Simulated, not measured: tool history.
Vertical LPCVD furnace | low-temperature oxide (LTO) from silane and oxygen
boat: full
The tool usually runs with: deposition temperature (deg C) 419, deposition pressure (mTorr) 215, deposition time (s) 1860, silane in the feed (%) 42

run	day	deposition temperature (deg C)	deposition pressure (mTorr)	deposition time (s)	silane in the feed (%)	wafers since the last listed run	hours since the last temperature calibration	hours since the pressure gauge was zeroed	hours since the silane flow controller was replaced	hours since the gauge calibration	read-back reference wafer on the same gauge, thickness	film thickness on the monitor wafer in the middle of the boat (nm)
1	0	419	215	1860	42	0	2953.2	2580	3181.7	897.1	393.91	374.96
2	1.488	419	215	1860	42	595	2988.9	2615.7	3217.4	932.8	393.71	376.12
3	3.779	414	215	1860	42	916	3043.9	2670.7	3272.4	987.8	394.18	356.9
4	6.358	414	215	1860	42	1031	3105.8	2732.6	3334.3	1049.7	393.93	358.22
5	7.979	414	215	1860	42	648	3144.7	2771.5	3373.2	1088.6	394.17	360.83
6	9.621	419	215	1860	42	656	3184.1	2810.9	3412.6	1128	393.79	376.98
7	11.233	419	215	1860	42	645	3222.8	2849.6	3451.3	1166.7	393.91	377.48
8	12.467	419	215	1860	42	493	3252.4	2879.2	3480.9	1196.3	393.78	376.75
9	14.229	419	215	1860	42	705	3294.7	2921.5	3523.2	1238.6	394.29	379.28
10	15.675	419	215	1860	42	578	3329.4	2956.2	3557.9	1273.3	393.76	375.79
11	17.171	419	215	1860	42	598	3365.3	2992.1	3593.8	1309.2	393.9	377.7
# day 17.838: gauge calibrated
12	18.238	419	215	1860	42	426	3390.9	3017.7	3619.4	9.6	393.74	377.54
13	19.238	419	250	1860	42	400	3414.9	3041.7	3643.4	33.6	393.96	440.61
14	20.971	419	250	1860	42	693	3456.5	3083.3	3685	75.2	394.09	439.12
# day 22.458: pressure gauge zeroed
15	22.479	419	215	2040	47	203	3492.7	0.5	3721.2	111.4	393.92	460.01
16	23.921	428	260	1860	49	576	3527.3	35.1	3755.8	146	393.88	573
# day 28.467: silane flow controller replaced
17	31.396	419	215	1860	42	2590	3706.7	214.5	70.3	325.4	393.98	380.06
18	33.179	414	215	1860	42	713	3749.5	257.3	113.1	368.2	394.14	359.64
19	34.233	411	215	1860	35	421	3774.8	282.6	138.4	393.5	394.2	281.04
20	36.238	409	250	1380	37	801	3822.9	330.7	186.5	441.6	394	253.59
21	37.454	419	235	1860	42	486	3852.1	359.9	215.7	470.8	393.95	413.2
22	40.071	419	215	1860	42	1046	3914.9	422.7	278.5	533.6	394.02	379.53
# day 42.892: thermocouples replaced and temperature profile calibrated
23	42.912	419	215	2340	42	736	0.5	490.9	346.7	601.8	394.02	459.95

Run 24 comes next. What will it give?
24	44.879	419	215	1860	42	786	47.7	538.1	393.9	649	?	?

Logged for run 24: read-back reference wafer on the same gauge, thickness 394.13, film thickness on the monitor wafer in the middle of the boat (nm) 366.56.
On a tool with no hidden condition, and with the same random variation, this run would have come out at film thickness on the monitor wafer in the middle of the boat (nm) 363.59.

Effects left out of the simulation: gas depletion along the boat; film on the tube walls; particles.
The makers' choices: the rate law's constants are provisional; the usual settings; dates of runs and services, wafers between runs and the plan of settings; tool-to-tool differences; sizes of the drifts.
